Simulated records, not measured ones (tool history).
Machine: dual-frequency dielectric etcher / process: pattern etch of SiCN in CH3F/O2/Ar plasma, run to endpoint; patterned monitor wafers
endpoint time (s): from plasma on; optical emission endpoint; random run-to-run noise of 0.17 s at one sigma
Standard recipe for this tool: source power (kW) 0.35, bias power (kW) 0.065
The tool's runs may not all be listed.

run    hour  source power (kW)  bias power (kW)  wafers since the last listed run  hours since the last wet clean  hours since the last source power generator calibration  hours since the last bias power generator calibration  hours since the last upper electrode change  incoming incoming film thickness, nm  endpoint time (s)
  1       0               0.35            0.065                                 0                           601.6                                                   2214.8                                                 1231.4                                       4224.1                                   7.7               22.2
       26.5  -- wet clean of the chamber
  2    59.2               0.35            0.065                               511                            32.7                                                     2274                                                 1290.6                                       4283.3                                  7.73               23.5
  3   106.2               0.35            0.065                               683                            79.7                                                     2321                                                 1337.6                                       4330.3                                  7.74               23.6
  4   150.3               0.41            0.065                               640                           123.8                                                   2365.1                                                 1381.7                                       4374.4                                  7.82               22.1
  5   218.3               0.41            0.065                               988                           191.8                                                   2433.1                                                 1449.7                                       4442.4                                  7.82               22.5
  6   277.7               0.31            0.071                               863                           251.2                                                   2492.5                                                 1509.1                                       4501.8                                  7.84               23.4
  7     324               0.31            0.071                               672                           297.5                                                   2538.8                                                 1555.4                                       4548.1                                  7.88               23.6
  8   383.5               0.35            0.065                               864                             357                                                   2598.3                                                 1614.9                                       4607.6                                  7.78               22.9
      453.2  -- bias power generator calibrated
  9     454               0.35            0.065                               966                           427.5                                                   2668.8                                                    0.8                                       4678.1                                  7.84               23.1
 10   505.5               0.35            0.065                               748                             479                                                   2720.3                                                   52.3                                       4729.6                                  7.87               22.7
 11   532.3               0.35            0.065                               389                           505.8                                                   2747.1                                                   79.1                                       4756.4                                  7.77               22.5
      561.6  -- wet clean of the chamber
 12   573.2               0.35            0.065                               245                            11.6                                                     2788                                                    120                                       4797.3                                  7.83               23.7
      601.2  -- upper electrode replaced
 13   639.1               0.39            0.065                               608                            77.5                                                   2853.9                                                  185.9                                         37.9                                  7.74               22.2
 14     737                0.4            0.065                              1422                           175.4                                                   2951.8                                                  283.8                                        135.8                                  7.74               21.8
 15   763.5               0.35            0.065                               385                           201.9                                                   2978.3                                                  310.3                                        162.3                                  7.76               23.1
 16   815.9                0.3            0.065                               761                           254.3                                                   3030.7                                                  362.7                                        214.7                                  7.83               24.4
 17   866.4               0.35            0.065                               733                           304.8                                                   3081.2                                                  413.2                                        265.2                                  7.83                 23
 18   894.2               0.35            0.065                               404                           332.6                                                     3109                                                    441                                          293                                  7.84               22.9
 19   963.4               0.35            0.078                              1005                           401.8                                                   3178.2                                                  510.2                                        362.2                                  7.87               20.9
 20  1035.2                0.4            0.052                              1043                           473.6                                                     3250                                                    582                                          434                                  7.87               24.1
       1095  -- wet clean of the chamber
     1097.9  -- source power generator calibrated
 21  1103.4               0.27            0.065                               599                             8.4                                                      5.5                                                  650.2                                        502.2                                  7.78               25.8
 22  1157.6               0.35             0.06                               787                            62.6                                                     59.7                                                  704.4                                        556.4                                  7.72               23.9
 23  1216.1               0.35            0.065                               850                           121.1                                                    118.2                                                  762.9                                        614.9                                  7.83               23.4
 24  1286.2               0.32            0.065                              1018                           191.2                                                    188.3                                                    833                                          685                                  7.82               23.6
 25  1357.5                0.4            0.055                              1036                           262.5                                                    259.6                                                  904.3                                        756.3                                  7.83               23.8
 26  1418.4               0.35            0.071                               885                           323.4                                                    320.5                                                  965.2                                        817.2                                  7.83               22.1
 27    1488               0.35            0.065                              1011                             393                                                    390.1                                                 1034.8                                        886.8                                   7.8               22.7

Branching from run 27: 4 alternative next runs. What would each branch give?
  A  1488.4               0.35            0.065                                 5                           393.4                                                    390.5                                                 1035.2                                        887.2                                  7.86                  ?
  B  1488.4               0.31            0.075                                 5                           393.4                                                    390.5                                                 1035.2                                        887.2                                  7.86                  ?
  C  1488.4               0.35            0.049                                 5                           393.4                                                    390.5                                                 1035.2                                        887.2                                  7.86                  ?
  D  1488.4                0.3            0.073                                 5                           393.4                                                    390.5                                                 1035.2                                        887.2                                  7.86                  ?

run  endpoint time (s)
  A               23.1
  B               22.6
  C                 26
  D               23.2
Without the tool's hidden state the same runs would have given:
run  endpoint time (s)
  A               24.2
  B               23.7
  C               27.2
  D               24.2
